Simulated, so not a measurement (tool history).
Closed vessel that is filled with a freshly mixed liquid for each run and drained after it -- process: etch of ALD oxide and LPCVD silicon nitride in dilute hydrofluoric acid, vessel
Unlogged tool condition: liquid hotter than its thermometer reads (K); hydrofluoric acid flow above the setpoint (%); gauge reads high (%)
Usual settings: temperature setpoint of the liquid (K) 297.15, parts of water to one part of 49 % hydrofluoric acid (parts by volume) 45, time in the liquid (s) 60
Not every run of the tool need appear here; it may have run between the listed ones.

run,hour,temperature setpoint of the liquid (K),parts of water to one part of 49 % hydrofluoric acid (parts by volume),time in the liquid (s),wafers since the last listed run,hours since the thermometer was replaced,hours since the hydrofluoric acid flow meter was replaced,hours since the gauge calibration,"read-back film thickness of the ALD oxide reference wafer, read on the same gauge (nm)","read-back film thickness of the LPCVD silicon nitride reference wafer, read on the same gauge (nm)",thickness taken off the ALD oxide on a monitor wafer (Å),thickness taken off the LPCVD silicon nitride on a monitor wafer (Å)
1,0,297.15,45,60,0,295.9,111.2,1344,138.92,148.864,385,5.94
2,182.2,299.65,45,60,18562,478.1,293.4,1526.2,138.5,148.418,421.6,6.67
3,266.8,297.15,45,40,8618,562.7,378,1610.8,138.3,148.162,254.6,3.64
4,315,297.15,45,40,4910,610.9,426.2,1659,138.18,148.053,256.3,3.69
5,361.7,297.15,40,60,4757,657.6,472.9,1705.7,138.03,147.907,431.2,6.66
6,449.4,297.15,40,60,8934,745.3,560.6,1793.4,137.8,147.638,434.4,6.03
# hour 462.2: gauge calibrated
7,510.8,297.15,40,60,6255,806.7,622,48.6,140,149.984,435.2,6.5
8,607.6,297.15,45,70,9861,903.5,718.8,145.4,139.97,149.987,454.7,6.34
9,645.2,297.15,45,70,3830,941.1,756.4,183,139.97,149.973,454.2,6.72
# hour 671.9: thermometer replaced
10,704.1,292.15,60,30,5898,32.2,815.3,241.9,139.94,149.943,115.8,1.68
11,762.1,297.15,45,60,5908,90.2,873.3,299.9,139.92,149.921,388.4,5.78
# hour 887.8: hydrofluoric acid flow meter replaced
12,1011.8,297.15,45,60,25337,339.9,124,549.6,139.76,149.758,386,5.77
13,1112.3,295.65,60,60,10238,440.4,224.5,650.1,139.65,149.623,267.5,3.73
14,1199.9,297.15,30,60,8924,528,312.1,737.7,139.56,149.555,589.7,8.96
15,1270.5,301.65,45,30,7192,598.6,382.7,808.3,139.46,149.447,230.8,3.7
16,1343.8,300.65,35,60,7467,671.9,456,881.6,139.37,149.324,580.9,9.13
17,1431.3,297.15,45,60,8914,759.4,543.5,969.1,139.26,149.199,386.9,5.84
18,1474.4,295.15,35,60,4390,802.5,586.6,1012.2,139.18,149.133,463.1,6.54
# hour 1606.8: thermometer replaced
19,1616.1,298.65,40,30,14334,9.3,728.3,1153.9,138.94,148.857,230.7,3.75

Run 20 has not been measured yet. What should we expect?
20,1716.5,295.15,45,60,10228,109.7,828.7,1254.3,?,?,?,?

{"run 20": {"read-back film thickness of the ALD oxide reference wafer, read on the same gauge (nm)": 138.74, "read-back film thickness of the LPCVD silicon nitride reference wafer, read on the same gauge (nm)": 148.663, "thickness taken off the ALD oxide on a monitor wafer (Å)": 354.6, "thickness taken off the LPCVD silicon nitride on a monitor wafer (Å)": 4.92}}
If the tool had no hidden condition, the same run with the same run-to-run variation would have returned thickness taken off the ALD oxide on a monitor wafer (Å) 357.9, thickness taken off the LPCVD silicon nitride on a monitor wafer (Å) 4.96.
